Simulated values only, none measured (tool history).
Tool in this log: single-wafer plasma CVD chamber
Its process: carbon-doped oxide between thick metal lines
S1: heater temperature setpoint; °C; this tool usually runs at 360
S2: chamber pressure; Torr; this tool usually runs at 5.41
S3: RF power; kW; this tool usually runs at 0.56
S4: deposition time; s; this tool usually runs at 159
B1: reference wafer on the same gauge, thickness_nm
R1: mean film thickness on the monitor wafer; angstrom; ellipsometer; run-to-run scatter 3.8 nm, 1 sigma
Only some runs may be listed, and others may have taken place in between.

{"run": 1, "hour": 0.0, "S1": 360, "S2": 5.41, "S3": 0.56, "S4": 159, "B1": 746.393, "R1": 8384.04}
{"run": 2, "hour": 25.1, "S1": 360, "S2": 5.41, "S3": 0.56, "S4": 159, "B1": 748.537, "R1": 8474.72}
{"hour": 57.3, "done": "RF generator calibrated"}
{"run": 3, "hour": 66.5, "S1": 360, "S2": 5.41, "S3": 0.56, "S4": 159, "B1": 748.475, "R1": 8436.75}
{"run": 4, "hour": 132.4, "S1": 360, "S2": 5.41, "S3": 0.56, "S4": 159, "B1": 748.573, "R1": 8468.27}
{"run": 5, "hour": 202.8, "S1": 360, "S2": 5.41, "S3": 0.56, "S4": 159, "B1": 747.572, "R1": 8464.16}
{"run": 6, "hour": 248.4, "S1": 360, "S2": 5.41, "S3": 0.56, "S4": 159, "B1": 748.746, "R1": 8401.03}
{"run": 7, "hour": 293.4, "S1": 360, "S2": 5.41, "S3": 0.56, "S4": 159, "B1": 747.384, "R1": 8435.18}
{"run": 8, "hour": 334.2, "S1": 360, "S2": 5.41, "S3": 0.56, "S4": 159, "B1": 747.722, "R1": 8404.89}
{"run": 9, "hour": 397.3, "S1": 360, "S2": 5.41, "S3": 0.56, "S4": 159, "B1": 747.731, "R1": 8403.33}
{"hour": 433.1, "done": "thermocouple changed; heater temperature recalibrated"}
{"run": 10, "hour": 462.0, "S1": 373, "S2": 4.14, "S3": 0.56, "S4": 159, "B1": 747.588, "R1": 7727}
{"run": 11, "hour": 579.5, "S1": 360, "S2": 5.41, "S3": 0.56, "S4": 159, "B1": 747.495, "R1": 8428.73}
{"hour": 619.4, "done": "showerhead replaced"}
{"run": 12, "hour": 620.0, "S1": 370, "S2": 5.41, "S3": 0.56, "S4": 176, "B1": 748.628, "R1": 9063.01}
{"run": 13, "hour": 677.3, "S1": 365, "S2": 5.41, "S3": 0.56, "S4": 159, "B1": 748.759, "R1": 8298.41}
{"run": 14, "hour": 703.4, "S1": 360, "S2": 5.41, "S3": 0.67, "S4": 187, "B1": 748.082, "R1": 10591.54}
{"run": 15, "hour": 738.1, "S1": 368, "S2": 5.41, "S3": 0.465, "S4": 144, "B1": 747.155, "R1": 6939.89}
{"run": 16, "hour": 808.7, "S1": 360, "S2": 5.41, "S3": 0.56, "S4": 159, "B1": 747.983, "R1": 8417.44}
{"run": 17, "hour": 842.8, "S1": 368, "S2": 5.41, "S3": 0.56, "S4": 159, "B1": 748.175, "R1": 8195.03}
{"hour": 919.3, "done": "capacitance manometer re-zeroed and calibrated"}
{"run": 18, "hour": 1014.3, "S1": 353, "S2": 6.2, "S3": 0.47, "S4": 173, "B1": 748.187, "R1": 9074.69}
{"run": 19, "hour": 1049.5, "S1": 347, "S2": 5.41, "S3": 0.56, "S4": 159, "B1": 747.193, "R1": 8906.48}
{"run": 20, "hour": 1109.6, "S1": 360, "S2": 5.41, "S3": 0.56, "S4": 159, "B1": 747.253, "R1": 8619.84}
{"hour": 1131.3, "done": "gauge calibrated"}
{"run": 21, "hour": 1280.0, "S1": 347, "S2": 5.41, "S3": 0.56, "S4": 159, "B1": 747.857, "R1": 8807.25}
{"run": 22, "hour": 1308.9, "S1": 360, "S2": 5.41, "S3": 0.56, "S4": 135, "B1": 748.072, "R1": 7324.58}
{"run": 23, "hour": 1375.3, "S1": 360, "S2": 5.41, "S3": 0.56, "S4": 159, "B1": 747.507, "R1": 8545.81}
{"run": 24, "hour": 1445.3, "S1": 360, "S2": 5.41, "S3": 0.56, "S4": 159, "B1": 748.131, "R1": 8577.52}
{"run": 25, "hour": 1509.2, "S1": 351, "S2": 5.41, "S3": 0.5, "S4": 159, "B1": 748.052, "R1": 8478.06}
{"run": 26, "hour": 1543.8, "S1": 347, "S2": 5.41, "S3": 0.56, "S4": 128, "B1": 747.622, "R1": 7208.13}
{"run": 27, "hour": 1568.1, "S1": 360, "S2": 5.41, "S3": 0.505, "S4": 159, "B1": 747.256, "R1": 8211.92}
{"run": 28, "hour": 1602.0, "S1": 360, "S2": 6.24, "S3": 0.56, "S4": 159, "B1": 748.099, "R1": 8734.04}
{"run": 29, "hour": 1633.6, "S1": 360, "S2": 5.41, "S3": 0.56, "S4": 159, "B1": 747.616, "R1": 8627.14}

What if the next run were any one of these 3? Each begins from the tool's condition after run 29:
{"run": "A", "hour": 1634.0, "S1": 360, "S2": 5.41, "S3": 0.56, "S4": 159, "B1": "?", "R1": "?"}
{"run": "B", "hour": 1634.0, "S1": 373, "S2": 6.08, "S3": 0.56, "S4": 190, "B1": "?", "R1": "?"}
{"run": "C", "hour": 1634.0, "S1": 371, "S2": 5.41, "S3": 0.56, "S4": 159, "B1": "?", "R1": "?"}

run=A B1=748.724 R1=8558.05
run=B B1=748.724 R1=10101.19
run=C B1=748.724 R1=8331.55
With no hidden state in the tool, these same runs would have given:
run=A R1=8561.99
run=B R1=10104.73
run=C R1=8335.38

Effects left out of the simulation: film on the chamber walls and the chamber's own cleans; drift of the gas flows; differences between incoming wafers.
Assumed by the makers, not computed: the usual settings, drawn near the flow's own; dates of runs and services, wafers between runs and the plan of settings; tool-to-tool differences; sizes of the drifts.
